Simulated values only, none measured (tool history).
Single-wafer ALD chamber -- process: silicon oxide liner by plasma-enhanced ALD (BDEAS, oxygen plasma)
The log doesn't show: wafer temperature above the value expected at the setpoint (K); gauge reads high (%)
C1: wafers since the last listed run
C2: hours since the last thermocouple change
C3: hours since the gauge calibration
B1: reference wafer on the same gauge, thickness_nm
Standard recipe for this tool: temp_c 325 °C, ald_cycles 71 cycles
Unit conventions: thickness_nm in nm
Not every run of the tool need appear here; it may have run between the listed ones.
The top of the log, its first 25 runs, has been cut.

Run 26, hour 1336.9: usual settings; C1 341; C2 1384.4; C3 489.4; B1 5.047. Result: thickness_nm 6.290 nm.
Run 27, hour 1390.0: usual settings but temp_c 320 °C; C1 369; C2 1437.5; C3 542.5; B1 5.053. Result: thickness_nm 6.309 nm.
Run 28, hour 1416.5: usual settings; C1 184; C2 1464.0; C3 569.0; B1 5.052. Result: thickness_nm 6.259 nm.
Run 29, hour 1448.5: usual settings but temp_c 312 °C, ald_cycles 80 cycles; C1 222; C2 1496.0; C3 601.0; B1 5.049. Result: thickness_nm 7.190 nm.
Run 30, hour 1509.0: usual settings but temp_c 333 °C, ald_cycles 57 cycles; C1 420; C2 1556.5; C3 661.5; B1 5.051. Result: thickness_nm 5.006 nm.
Run 31, hour 1557.6: usual settings; C1 337; C2 1605.1; C3 710.1; B1 5.052. Result: thickness_nm 6.274 nm.
Run 32, hour 1627.4: usual settings but temp_c 313 °C, ald_cycles 61 cycles; C1 485; C2 1674.9; C3 779.9; B1 5.043. Result: thickness_nm 5.465 nm.
Run 33, hour 1691.7: usual settings; C1 447; C2 1739.2; C3 844.2; B1 5.052. Result: thickness_nm 6.260 nm.
At hour 1730.0: thermocouple changed; heater temperature recalibrated.
Run 34, hour 1730.5: usual settings but temp_c 310 °C; C1 214; C2 0.5; C3 883.0; B1 5.055. Result: thickness_nm 6.365 nm.
Run 35, hour 1793.5: usual settings but temp_c 329 °C, ald_cycles 63 cycles; C1 438; C2 63.5; C3 946.0; B1 5.050. Result: thickness_nm 5.534 nm.
Run 36, hour 1858.4: usual settings; C1 451; C2 128.4; C3 1010.9; B1 5.044. Result: thickness_nm 6.290 nm.

What does the tool deliver on the next run?
Run 37, hour 1890.8: usual settings but temp_c 329 °C, ald_cycles 66 cycles; C1 225; C2 160.8; C3 1043.3; B1 ?. Result: thickness_nm ?.

For run 37 the tool returned B1 5.054, thickness_nm 5.781 nm.
On a tool with no hidden condition, and with the same random variation, this run would have come out at thickness_nm 5.781 nm.
